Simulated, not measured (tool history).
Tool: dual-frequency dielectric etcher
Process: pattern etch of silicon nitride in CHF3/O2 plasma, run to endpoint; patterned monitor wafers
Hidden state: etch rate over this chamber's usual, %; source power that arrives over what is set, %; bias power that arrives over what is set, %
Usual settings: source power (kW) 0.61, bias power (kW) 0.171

| run | hour | source power (kW) | bias power (kW) | wafers since the last listed run | hours since the last wet clean | hours since the last source power generator calibration | hours since the last bias power generator calibration | hours since the last upper electrode change | incoming incoming film thickness, nm | endpoint time (s) |
|---|---|---|---|---|---|---|---|---|---|---|
| 1 | 0 | 0.61 | 0.171 | 0 | 134.9 | 3419.4 | 3305.1 | 3977.1 | 95.1 | 66.8 |
| 2 | 59 | 0.61 | 0.171 | 588 | 193.9 | 3478.4 | 3364.1 | 4036.1 | 95.3 | 68.4 |
| 3 | 113.3 | 0.61 | 0.171 | 541 | 248.2 | 3532.7 | 3418.4 | 4090.4 | 95.1 | 67.7 |
| 4 | 171.4 | 0.61 | 0.171 | 579 | 306.3 | 3590.8 | 3476.5 | 4148.5 | 94.9 | 68.5 |
|  | 237.7 | wet clean of the chamber |
| 5 | 240.8 | 0.61 | 0.171 | 452 | 3.1 | 3660.2 | 3545.9 | 4217.9 | 93.5 | 68 |
| 6 | 307 | 0.61 | 0.171 | 660 | 69.3 | 3726.4 | 3612.1 | 4284.1 | 94.9 | 69.4 |
| 7 | 378.1 | 0.61 | 0.171 | 708 | 140.4 | 3797.5 | 3683.2 | 4355.2 | 94.2 | 69.4 |
| 8 | 402.1 | 0.5 | 0.142 | 239 | 164.4 | 3821.5 | 3707.2 | 4379.2 | 95.4 | 82.1 |
| 9 | 442.1 | 0.5 | 0.142 | 398 | 204.4 | 3861.5 | 3747.2 | 4419.2 | 94.9 | 81.3 |
| 10 | 473.6 | 0.5 | 0.142 | 314 | 235.9 | 3893 | 3778.7 | 4450.7 | 94.2 | 80.5 |
| 11 | 500 | 0.61 | 0.171 | 263 | 262.3 | 3919.4 | 3805.1 | 4477.1 | 94.7 | 69.8 |
| 12 | 541 | 0.61 | 0.171 | 408 | 303.3 | 3960.4 | 3846.1 | 4518.1 | 94.4 | 70.9 |
| 13 | 594.8 | 0.61 | 0.171 | 536 | 357.1 | 4014.2 | 3899.9 | 4571.9 | 94.3 | 70.8 |
|  | 644.1 | wet clean of the chamber, repeated, since the last time left the tool worse |
| 14 | 648.6 | 0.61 | 0.171 | 297 | 4.5 | 4068 | 3953.7 | 4625.7 | 94.4 | 65.7 |
| 15 | 694.2 | 0.61 | 0.171 | 454 | 50.1 | 4113.6 | 3999.3 | 4671.3 | 94.1 | 65.7 |
| 16 | 730.3 | 0.61 | 0.171 | 359 | 86.2 | 4149.7 | 4035.4 | 4707.4 | 94.7 | 66.3 |
| 17 | 755.7 | 0.61 | 0.159 | 253 | 111.6 | 4175.1 | 4060.8 | 4732.8 | 94.6 | 68.1 |
|  | 811.8 | source power generator calibrated |
| 18 | 812.3 | 0.61 | 0.171 | 524 | 168.2 | 0.5 | 4117.4 | 4789.4 | 94.9 | 67.3 |
|  | 827.2 | bias power generator calibrated |
| 19 | 879.7 | 0.46 | 0.171 | 632 | 235.6 | 67.9 | 52.5 | 4856.8 | 94.5 | 74.4 |
| 20 | 933.6 | 0.72 | 0.133 | 537 | 289.5 | 121.8 | 106.4 | 4910.7 | 94.9 | 68 |
|  | 964.4 | upper electrode replaced |
| 21 | 996.6 | 0.65 | 0.192 | 388 | 352.5 | 184.8 | 169.4 | 32.2 | 94.5 | 62.9 |
|  | 1035 | wet clean of the chamber |
| 22 | 1035.5 | 0.61 | 0.171 | 148 | 0.5 | 223.7 | 208.3 | 71.1 | 95.3 | 66.4 |
| 23 | 1095.6 | 0.61 | 0.186 | 599 | 60.6 | 283.8 | 268.4 | 131.2 | 95.2 | 65.2 |
| 24 | 1148.7 | 0.61 | 0.189 | 529 | 113.7 | 336.9 | 321.5 | 184.3 | 95.2 | 64.8 |
| 25 | 1193.4 | 0.65 | 0.171 | 445 | 158.4 | 381.6 | 366.2 | 229 | 95.3 | 66.4 |
| 26 | 1219.9 | 0.49 | 0.16 | 264 | 184.9 | 408.1 | 392.7 | 255.5 | 94.6 | 73.3 |
| 27 | 1252.8 | 0.61 | 0.201 | 328 | 217.8 | 441 | 425.6 | 288.4 | 96.2 | 64.1 |
| 28 | 1290.8 | 0.71 | 0.154 | 378 | 255.8 | 479 | 463.6 | 326.4 | 95.2 | 65 |
| 29 | 1369 | 0.57 | 0.213 | 779 | 334 | 557.2 | 541.8 | 404.6 | 94.8 | 64.7 |
|  | 1436.2 | wet clean of the chamber |
| 30 | 1436.7 | 0.51 | 0.132 | 435 | 0.5 | 624.9 | 609.5 | 472.3 | 95.2 | 77.7 |
| 31 | 1459 | 0.65 | 0.171 | 222 | 22.8 | 647.2 | 631.8 | 494.6 | 95.6 | 65.6 |
| 32 | 1527.4 | 0.53 | 0.209 | 682 | 91.2 | 715.6 | 700.2 | 563 | 95 | 65.7 |
| 33 | 1575.9 | 0.61 | 0.144 | 483 | 139.7 | 764.1 | 748.7 | 611.5 | 94.9 | 71.9 |
| 34 | 1622.2 | 0.55 | 0.148 | 461 | 186 | 810.4 | 795 | 657.8 | 95.4 | 74.4 |
| 35 | 1674.7 | 0.61 | 0.135 | 523 | 238.5 | 862.9 | 847.5 | 710.3 | 95.2 | 73.2 |

The same runs without the tool's hidden state, with the same run-to-run variation:
| run | endpoint time (s) |
|---|---|
| 1 | 66.4 |
| 2 | 67.7 |
| 3 | 66.9 |
| 4 | 67.3 |
| 5 | 65.1 |
| 6 | 66.1 |
| 7 | 65.8 |
| 8 | 77.7 |
| 9 | 76.8 |
| 10 | 75.8 |
| 11 | 65.6 |
| 12 | 66.5 |
| 13 | 66.1 |
| 14 | 65.7 |
| 15 | 65.5 |
| 16 | 66 |
| 17 | 67.6 |
| 18 | 66.6 |
| 19 | 73.3 |
| 20 | 66.8 |
| 21 | 61.5 |
| 22 | 66.5 |
| 23 | 65 |
| 24 | 64.4 |
| 25 | 65.8 |
| 26 | 72.6 |
| 27 | 63.3 |
| 28 | 64.1 |
| 29 | 63.4 |
| 30 | 77.6 |
| 31 | 65.5 |
| 32 | 65.3 |
| 33 | 71.2 |
| 34 | 73.5 |
| 35 | 72 |
